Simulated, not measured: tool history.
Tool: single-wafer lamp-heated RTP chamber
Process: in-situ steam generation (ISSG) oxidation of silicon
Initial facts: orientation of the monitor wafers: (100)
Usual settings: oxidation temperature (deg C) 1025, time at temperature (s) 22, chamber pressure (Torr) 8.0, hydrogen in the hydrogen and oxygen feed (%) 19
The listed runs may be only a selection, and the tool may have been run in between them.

| run | hour | oxidation temperature (deg C) | time at temperature (s) | chamber pressure (Torr) | hydrogen in the hydrogen and oxygen feed (%) | read-back reference wafer on the same gauge, thickness | oxide thickness on the monitor wafer (nm) |
|---|---|---|---|---|---|---|---|
| 1 | 0.0 | 1025 | 19 | 8.6 | 19 | 8.149 | 6.590 |
| 2 | 28.9 | 1025 | 19 | 8.6 | 19 | 8.151 | 6.548 |
| 3 | 40.9 | 1025 | 29 | 8.0 | 19 | 8.155 | 8.194 |
| 4 | 77.0 | 1025 | 29 | 8.0 | 19 | 8.160 | 7.960 |
| 5 | 111.2 | 1025 | 29 | 8.0 | 19 | 8.159 | 8.014 |
| 6 | 127.3 | 1025 | 28 | 8.0 | 19 | 8.152 | 7.911 |
| 7 | 146.5 | 1025 | 28 | 8.0 | 19 | 8.146 | 7.973 |
| 8 | 168.3 | 1025 | 22 | 8.0 | 19 | 8.150 | 7.019 |
| 9 | 203.7 | 1025 | 22 | 8.0 | 19 | 8.151 | 7.100 |
| 10 | 276.7 | 1025 | 22 | 8.0 | 19 | 8.153 | 7.011 |
| 11 | 307.7 | 1025 | 22 | 8.0 | 19 | 8.149 | 7.052 |
| 12 | 341.1 | 1025 | 22 | 8.5 | 19 | 8.147 | 7.067 |
| 13 | 366.9 | 1025 | 22 | 8.0 | 19 | 8.149 | 7.049 |
| 14 | 383.6 | 1025 | 22 | 8.0 | 19 | 8.151 | 7.049 |
| 15 | 411.3 | 1025 | 22 | 8.0 | 19 | 8.149 | 6.890 |
| 16 | 439.0 | 1032 | 15 | 7.3 | 19 | 8.152 | 5.937 |
| 17 | 473.5 | 1036 | 18 | 8.0 | 19 | 8.149 | 6.689 |
| 18 | 499.3 | 1011 | 26 | 8.0 | 15 | 8.148 | 6.791 |
| 19 | 518.5 | 1033 | 25 | 8.5 | 11 | 8.154 | 6.986 |
| 20 | 535.1 | 1025 | 22 | 8.0 | 19 | 8.154 | 7.040 |
| 21 | 565.7 | 1025 | 22 | 8.0 | 19 | 8.151 | 7.080 |
| 22 | 577.9 | 1035 | 22 | 8.0 | 19 | 8.149 | 7.191 |
| 23 | 607.1 | 1037 | 28 | 8.0 | 24 | 8.151 | 8.873 |
| 24 | 641.5 | 1025 | 22 | 8.0 | 19 | 8.151 | 7.007 |
| 25 | 663.5 | 1010 | 22 | 8.0 | 19 | 8.153 | 6.537 |
| 26 | 684.7 | 1025 | 19 | 8.0 | 19 | 8.147 | 6.548 |
| 27 | 724.8 | 1025 | 22 | 8.0 | 16 | 8.147 | 6.631 |
| 28 | 740.6 | 1025 | 22 | 8.0 | 19 | 8.146 | 6.849 |
| 29 | 773.8 | 1008 | 22 | 8.0 | 19 | 8.146 | 6.455 |
| 30 | 800.8 | 1025 | 15 | 8.0 | 14 | 8.148 | 5.413 |
| 31 | 829.8 | 1025 | 26 | 8.0 | 19 | 8.154 | 7.725 |

Removed from this log: 8 entries logged between the listed runs. Between which two listed runs does each belong, and how does the tool's hidden state at the listed run before it compare with that at the listed run after it?
In the gap between runs 3 and 4: pyrometer window cleaned and pyrometer calibrated (hour 52.6)
  true wafer temperature minus pyrometer reading, K: 8.58 -> 2.78
  measured result minus the result with no hidden state, oxide thickness on the monitor wafer (nm): +0.361 -> +0.114
In the gap between runs 9 and 10: pyrometer window cleaned and pyrometer calibrated (hour 217.4)
  true wafer temperature minus pyrometer reading, K: 7.28 -> 5.28
  measured result minus the result with no hidden state, oxide thickness on the monitor wafer (nm): +0.252 -> +0.180
In the gap between runs 14 and 15: pyrometer window cleaned and pyrometer calibrated (hour 392.3)
  true wafer temperature minus pyrometer reading, K: 7.61 -> 2.95
  measured result minus the result with no hidden state, oxide thickness on the monitor wafer (nm): +0.261 -> +0.099
In the gap between runs 16 and 17: pressure gauge zeroed (hour 459.7)
  true wafer temperature minus pyrometer reading, K: 5.07 -> 6.62
  measured result minus the result with no hidden state, oxide thickness on the monitor wafer (nm): +0.138 -> +0.219
In the gap between runs 20 and 21: gauge calibrated (hour 555.8)
  true wafer temperature minus pyrometer reading, K: 7.86 -> 8.13
  measured result minus the result with no hidden state, oxide thickness on the monitor wafer (nm): +0.269 -> +0.280
In the gap between runs 21 and 22: pyrometer window cleaned and pyrometer calibrated (hour 575.1)
  true wafer temperature minus pyrometer reading, K: 8.13 -> 0.9
  measured result minus the result with no hidden state, oxide thickness on the monitor wafer (nm): +0.280 -> +0.033
In the gap between runs 23 and 24: hydrogen flow controller replaced (hour 638.7)
  true wafer temperature minus pyrometer reading, K: 3.82 -> 5.82
  measured result minus the result with no hidden state, oxide thickness on the monitor wafer (nm): +0.183 -> +0.198
In the gap between runs 26 and 27: pyrometer window cleaned and pyrometer calibrated (hour 724.3)
  true wafer temperature minus pyrometer reading, K: 7.1 -> 0.727
  measured result minus the result with no hidden state, oxide thickness on the monitor wafer (nm): +0.219 -> +0.023
